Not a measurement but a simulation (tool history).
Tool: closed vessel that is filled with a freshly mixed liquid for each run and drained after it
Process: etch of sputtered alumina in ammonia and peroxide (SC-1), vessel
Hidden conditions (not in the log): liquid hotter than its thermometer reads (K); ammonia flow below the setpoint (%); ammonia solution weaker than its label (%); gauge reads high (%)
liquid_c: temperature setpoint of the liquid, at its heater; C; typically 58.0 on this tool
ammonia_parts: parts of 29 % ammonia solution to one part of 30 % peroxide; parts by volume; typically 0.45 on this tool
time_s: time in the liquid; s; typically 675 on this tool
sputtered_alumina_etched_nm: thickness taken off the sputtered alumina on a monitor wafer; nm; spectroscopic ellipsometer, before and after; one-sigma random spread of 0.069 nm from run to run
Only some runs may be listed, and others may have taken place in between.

run	hour	liquid_c	ammonia_parts	time_s	wafers since the last listed run	hours since the thermometer was replaced	hours since the ammonia flow meter was replaced	hours since the drum of ammonia solution was connected	hours since the gauge calibration	read-back film thickness of the sputtered alumina reference wafer, read on the same gauge (nm)	sputtered_alumina_etched_nm
1	0.0	58.0	0.45	675	0	2771.2	315.3	557.4	16.3	39.99	35.12
2	6.2	58.0	0.45	675	397	2777.4	321.5	563.6	22.5	39.99	35.32
3	20.7	58.0	0.45	675	930	2791.9	336.0	578.1	37.0	39.99	35.03
4	36.0	58.0	0.45	675	981	2807.2	351.3	593.4	52.3	40.00	35.11
5	46.4	58.0	0.30	675	667	2817.6	361.7	603.8	62.7	39.99	33.75
6	63.4	58.0	0.30	675	1090	2834.6	378.7	620.8	79.7	40.00	33.92
7	78.7	58.0	0.45	675	981	2849.9	394.0	636.1	95.0	39.99	35.20
8	85.2	58.0	0.45	675	417	2856.4	400.5	642.6	101.5	40.00	35.27
9	94.5	58.0	0.45	675	596	2865.7	409.8	651.9	110.8	40.00	35.18
10	110.7	62.5	0.60	550	1039	2881.9	426.0	668.1	127.0	40.02	37.11
# hour 115.0: new drum of ammonia solution connected
11	125.3	54.0	0.30	330	872	2896.5	440.6	10.3	141.6	39.99	13.53
# hour 128.3: ammonia flow meter replaced
# hour 139.7: gauge calibrated
12	140.4	58.0	0.45	675	904	2911.6	12.1	25.4	0.7	40.00	35.19
13	153.9	48.5	0.30	270	866	2925.1	25.6	38.9	14.2	39.99	8.19
# hour 155.1: thermometer replaced
14	166.0	55.0	0.40	675	712	10.9	37.7	51.0	26.3	39.99	32.25
15	182.6	58.0	0.45	675	1065	27.5	54.3	67.6	42.9	40.00	37.80
16	192.6	50.5	0.45	1020	641	37.5	64.3	77.6	52.9	40.01	38.85
17	207.5	63.5	0.35	470	955	52.4	79.2	92.5	67.8	39.98	34.00
# hour 209.2: thermometer replaced, repeated, since the last time left the tool worse
18	222.1	58.0	0.45	675	872	12.9	93.8	107.1	82.4	40.02	32.25

Below are 3 alternative next runs, each starting from the tool's condition after run 18. Predict each:
A	222.9	58.0	0.45	355	51	13.7	94.6	107.9	83.2	?	?
B	222.9	58.0	0.45	905	51	13.7	94.6	107.9	83.2	?	?
C	222.9	53.5	0.50	830	51	13.7	94.6	107.9	83.2	?	?

run	read-back film thickness of the sputtered alumina reference wafer, read on the same gauge (nm)	sputtered_alumina_etched_nm
A	39.99	17.01
B	39.99	43.36
C	39.99	31.67
Take away the tool's hidden state, keep each run's random variation, and the runs would have read:
run	sputtered_alumina_etched_nm
A	16.96
B	43.23
C	31.57
